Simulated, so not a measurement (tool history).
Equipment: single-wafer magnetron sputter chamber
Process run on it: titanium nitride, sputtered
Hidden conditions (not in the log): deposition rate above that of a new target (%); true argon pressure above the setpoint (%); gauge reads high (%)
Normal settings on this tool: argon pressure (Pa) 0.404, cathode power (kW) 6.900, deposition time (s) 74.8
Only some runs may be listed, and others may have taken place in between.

| run | hour | argon pressure (Pa) | cathode power (kW) | deposition time (s) | wafers since the last listed run | wafers on the sputter target | hours since the last manometer calibration | hours since the magnet pack was replaced | hours since the gauge calibration | read-back reference wafer on the same gauge, thickness_nm | mean film thickness on the monitor wafer (nm) |
|---|---|---|---|---|---|---|---|---|---|---|---|
| 1 | 0.0 | 0.404 | 6.900 | 74.8 | 0 | 407 | 817.3 | 3728.9 | 284.9 | 103.276 | 95.115 |
| 2 | 64.9 | 0.404 | 6.900 | 74.8 | 921 | 1328 | 882.2 | 3793.8 | 349.8 | 103.125 | 95.716 |
| 3 | 158.9 | 0.404 | 6.900 | 74.8 | 1334 | 2662 | 976.2 | 3887.8 | 443.8 | 103.151 | 95.793 |
| 4 | 229.3 | 0.462 | 6.900 | 74.8 | 999 | 3661 | 1046.6 | 3958.2 | 514.2 | 103.183 | 93.957 |
| 5 | 277.5 | 0.404 | 6.900 | 74.8 | 684 | 4345 | 1094.8 | 4006.4 | 562.4 | 103.175 | 95.454 |
| 6 | 343.4 | 0.404 | 6.900 | 74.8 | 935 | 5281 | 1160.7 | 4072.3 | 628.3 | 103.233 | 96.100 |
| 7 | 422.4 | 0.404 | 6.900 | 74.8 | 1121 | 6402 | 1239.7 | 4151.3 | 707.3 | 103.215 | 95.685 |
| 8 | 517.5 | 0.404 | 6.900 | 74.8 | 1349 | 7752 | 1334.8 | 4246.4 | 802.4 | 103.261 | 95.411 |
| 9 | 557.3 | 0.404 | 6.900 | 74.8 | 564 | 8316 | 1374.6 | 4286.2 | 842.2 | 103.166 | 95.300 |
| 10 | 621.0 | 0.404 | 6.900 | 74.8 | 904 | 9221 | 1438.3 | 4349.9 | 905.9 | 103.133 | 95.533 |
|  | 659.1 | sputter target and shields replaced |
| 11 | 694.2 | 0.404 | 6.900 | 74.8 | 925 | 498 | 1511.5 | 4423.1 | 979.1 | 103.228 | 95.492 |
|  | 714.2 | capacitance manometer re-zeroed and calibrated |
|  | 726.7 | gauge calibrated |
| 12 | 735.2 | 0.404 | 6.900 | 74.8 | 468 | 967 | 21.0 | 4464.1 | 8.5 | 103.230 | 96.195 |
| 13 | 779.6 | 0.305 | 6.900 | 74.8 | 630 | 1597 | 65.4 | 4508.5 | 52.9 | 103.159 | 98.762 |
| 14 | 863.4 | 0.364 | 8.000 | 62.5 | 1189 | 2786 | 149.2 | 4592.3 | 136.7 | 103.210 | 93.767 |
| 15 | 911.8 | 0.404 | 6.100 | 63.6 | 686 | 3473 | 197.6 | 4640.7 | 185.1 | 103.203 | 72.072 |
| 16 | 948.7 | 0.404 | 6.900 | 74.8 | 523 | 3997 | 234.5 | 4677.6 | 222.0 | 103.136 | 96.292 |
| 17 | 1020.5 | 0.524 | 6.900 | 74.8 | 1019 | 5016 | 306.3 | 4749.4 | 293.8 | 103.241 | 91.852 |
|  | 1067.9 | magnet pack replaced |
| 18 | 1115.0 | 0.404 | 5.450 | 74.8 | 1227 | 6244 | 400.8 | 47.1 | 388.3 | 103.261 | 75.952 |
| 19 | 1169.1 | 0.553 | 5.350 | 64.5 | 767 | 7011 | 454.9 | 101.2 | 442.4 | 103.200 | 60.923 |
| 20 | 1247.9 | 0.298 | 6.900 | 81.5 | 1118 | 8130 | 533.7 | 180.0 | 521.2 | 103.208 | 106.795 |
|  | 1344.4 | sputter target and shields replaced |
| 21 | 1451.4 | 0.404 | 6.900 | 74.8 | 2774 | 1518 | 737.2 | 383.5 | 724.7 | 103.191 | 96.048 |
| 22 | 1518.3 | 0.404 | 6.900 | 74.8 | 949 | 2468 | 804.1 | 450.4 | 791.6 | 103.198 | 95.601 |
| 23 | 1617.7 | 0.521 | 7.500 | 85.4 | 1410 | 3878 | 903.5 | 549.8 | 891.0 | 103.127 | 114.846 |
| 24 | 1693.7 | 0.404 | 6.050 | 64.3 | 1078 | 4957 | 979.5 | 625.8 | 967.0 | 103.236 | 72.384 |
| 25 | 1779.5 | 0.312 | 5.850 | 74.8 | 1217 | 6175 | 1065.3 | 711.6 | 1052.8 | 103.145 | 83.250 |
|  | 1817.8 | gauge calibrated |
| 26 | 1829.2 | 0.404 | 6.900 | 74.8 | 705 | 6880 | 1115.0 | 761.3 | 11.4 | 103.179 | 95.976 |
| 27 | 1880.0 | 0.269 | 7.750 | 79.1 | 721 | 7601 | 1165.8 | 812.1 | 62.2 | 103.192 | 118.068 |

3 options for the next run, each taken on its own from the tool as it stands now. Forecast them:
| A | 1880.4 | 0.404 | 6.900 | 74.8 | 5 | 7607 | 1166.2 | 812.5 | 62.6 | ? | ? |
| B | 1880.4 | 0.282 | 6.900 | 67.6 | 5 | 7607 | 1166.2 | 812.5 | 62.6 | ? | ? |
| C | 1880.4 | 0.271 | 6.900 | 74.8 | 5 | 7607 | 1166.2 | 812.5 | 62.6 | ? | ? |

| run | read-back reference wafer on the same gauge, thickness_nm | mean film thickness on the monitor wafer (nm) |
|---|---|---|
| A | 103.190 | 96.140 |
| B | 103.190 | 90.171 |
| C | 103.190 | 100.112 |
Had the tool no hidden state, the same runs would have come out as:
| run | mean film thickness on the monitor wafer (nm) |
|---|---|
| A | 96.140 |
| B | 90.171 |
| C | 100.112 |
